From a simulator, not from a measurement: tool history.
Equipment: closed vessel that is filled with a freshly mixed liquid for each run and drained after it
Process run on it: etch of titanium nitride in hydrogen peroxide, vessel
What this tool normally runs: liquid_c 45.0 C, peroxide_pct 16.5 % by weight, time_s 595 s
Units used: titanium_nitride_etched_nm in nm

| run | hour | liquid_c | peroxide_pct | time_s | wafers since the last listed run | hours since the thermometer was replaced | hours since the peroxide flow meter was replaced | hours since the drum of peroxide was connected | hours since the gauge calibration | read-back film thickness of the titanium nitride reference wafer, read on the same gauge (nm) | titanium_nitride_etched_nm |
|---|---|---|---|---|---|---|---|---|---|---|---|
| 1 | 0.0 | 42.5 | 16.5 | 595 | 0 | 1484.7 | 732.8 | 904.4 | 587.8 | 40.01 | 7.99 |
| 2 | 9.3 | 42.5 | 16.5 | 595 | 386 | 1494.0 | 742.1 | 913.7 | 597.1 | 39.97 | 7.97 |
|  | 13.2 | gauge calibrated |
| 3 | 23.2 | 42.5 | 16.5 | 595 | 577 | 1507.9 | 756.0 | 927.6 | 10.0 | 39.98 | 8.05 |
| 4 | 40.2 | 45.0 | 16.5 | 595 | 706 | 1524.9 | 773.0 | 944.6 | 27.0 | 40.02 | 9.65 |
| 5 | 46.9 | 45.0 | 16.5 | 595 | 278 | 1531.6 | 779.7 | 951.3 | 33.7 | 40.03 | 9.59 |
| 6 | 100.9 | 52.0 | 18.5 | 310 | 2243 | 1585.6 | 833.7 | 1005.3 | 87.7 | 40.04 | 8.57 |
| 7 | 111.5 | 45.0 | 19.5 | 840 | 440 | 1596.2 | 844.3 | 1015.9 | 98.3 | 39.99 | 14.13 |
| 8 | 122.6 | 51.5 | 16.5 | 825 | 461 | 1607.3 | 855.4 | 1027.0 | 109.4 | 40.00 | 21.49 |
| 9 | 131.2 | 45.0 | 16.5 | 350 | 357 | 1615.9 | 864.0 | 1035.6 | 118.0 | 40.00 | 5.68 |
| 10 | 143.7 | 45.0 | 16.5 | 725 | 519 | 1628.4 | 876.5 | 1048.1 | 130.5 | 39.98 | 11.73 |
|  | 148.0 | new drum of peroxide connected |
| 11 | 156.7 | 45.0 | 16.5 | 725 | 498 | 1641.4 | 889.5 | 8.7 | 143.5 | 39.99 | 11.77 |
| 12 | 169.8 | 45.0 | 16.5 | 595 | 544 | 1654.5 | 902.6 | 21.8 | 156.6 | 39.99 | 9.57 |
| 13 | 181.7 | 54.5 | 18.0 | 595 | 494 | 1666.4 | 914.5 | 33.7 | 168.5 | 40.01 | 19.52 |
| 14 | 198.3 | 45.0 | 21.5 | 365 | 689 | 1683.0 | 931.1 | 50.3 | 185.1 | 40.01 | 6.25 |
| 15 | 206.1 | 42.0 | 19.5 | 300 | 324 | 1690.8 | 938.9 | 58.1 | 192.9 | 40.02 | 4.01 |
| 16 | 218.6 | 45.0 | 16.5 | 845 | 519 | 1703.3 | 951.4 | 70.6 | 205.4 | 40.01 | 13.62 |
|  | 223.5 | thermometer replaced |
| 17 | 235.0 | 40.0 | 15.0 | 885 | 639 | 11.5 | 967.8 | 87.0 | 221.8 | 39.99 | 9.59 |
|  | 238.6 | peroxide flow meter replaced |
| 18 | 249.8 | 45.0 | 15.0 | 595 | 573 | 26.3 | 11.2 | 101.8 | 236.6 | 40.01 | 9.63 |
| 19 | 257.7 | 48.0 | 20.5 | 595 | 328 | 34.2 | 19.1 | 109.7 | 244.5 | 39.97 | 12.93 |
| 20 | 266.9 | 53.0 | 19.0 | 380 | 382 | 43.4 | 28.3 | 118.9 | 253.7 | 39.98 | 11.59 |
| 21 | 296.7 | 36.5 | 19.0 | 595 | 1237 | 73.2 | 58.1 | 148.7 | 283.5 | 40.00 | 5.29 |
| 22 | 313.1 | 45.0 | 19.5 | 840 | 681 | 89.6 | 74.5 | 165.1 | 299.9 | 40.01 | 14.29 |
| 23 | 320.7 | 54.0 | 20.0 | 305 | 315 | 97.2 | 82.1 | 172.7 | 307.5 | 39.98 | 10.09 |
| 24 | 327.4 | 38.5 | 21.0 | 700 | 278 | 103.9 | 88.8 | 179.4 | 314.2 | 40.00 | 7.42 |
| 25 | 342.7 | 38.5 | 18.0 | 595 | 635 | 119.2 | 104.1 | 194.7 | 329.5 | 40.00 | 6.09 |
| 26 | 357.7 | 47.5 | 19.5 | 805 | 623 | 134.2 | 119.1 | 209.7 | 344.5 | 39.99 | 16.53 |
| 27 | 409.7 | 37.0 | 12.0 | 330 | 2160 | 186.2 | 171.1 | 261.7 | 396.5 | 39.99 | 2.78 |
| 28 | 425.1 | 45.0 | 16.5 | 595 | 639 | 201.6 | 186.5 | 277.1 | 411.9 | 40.00 | 9.77 |

Predict each of these 5 candidate next runs independently; none follows another, all start after run 28:
| A | 425.9 | 45.0 | 16.5 | 290 | 33 | 202.4 | 187.3 | 277.9 | 412.7 | ? | ? |
| B | 425.9 | 48.0 | 16.5 | 770 | 33 | 202.4 | 187.3 | 277.9 | 412.7 | ? | ? |
| C | 425.9 | 49.5 | 14.0 | 895 | 33 | 202.4 | 187.3 | 277.9 | 412.7 | ? | ? |
| D | 425.9 | 39.0 | 13.0 | 595 | 33 | 202.4 | 187.3 | 277.9 | 412.7 | ? | ? |
| E | 425.9 | 54.5 | 18.5 | 595 | 33 | 202.4 | 187.3 | 277.9 | 412.7 | ? | ? |

| run | read-back film thickness of the titanium nitride reference wafer, read on the same gauge (nm) | titanium_nitride_etched_nm |
|---|---|---|
| A | 39.98 | 4.76 |
| B | 39.98 | 15.76 |
| C | 39.98 | 19.74 |
| D | 39.98 | 5.89 |
| E | 39.98 | 19.89 |
With the hidden condition removed and each run's random variation left untouched, the same runs would have given:
| run | titanium_nitride_etched_nm |
|---|---|
| A | 4.80 |
| B | 15.91 |
| C | 19.92 |
| D | 5.94 |
| E | 20.07 |
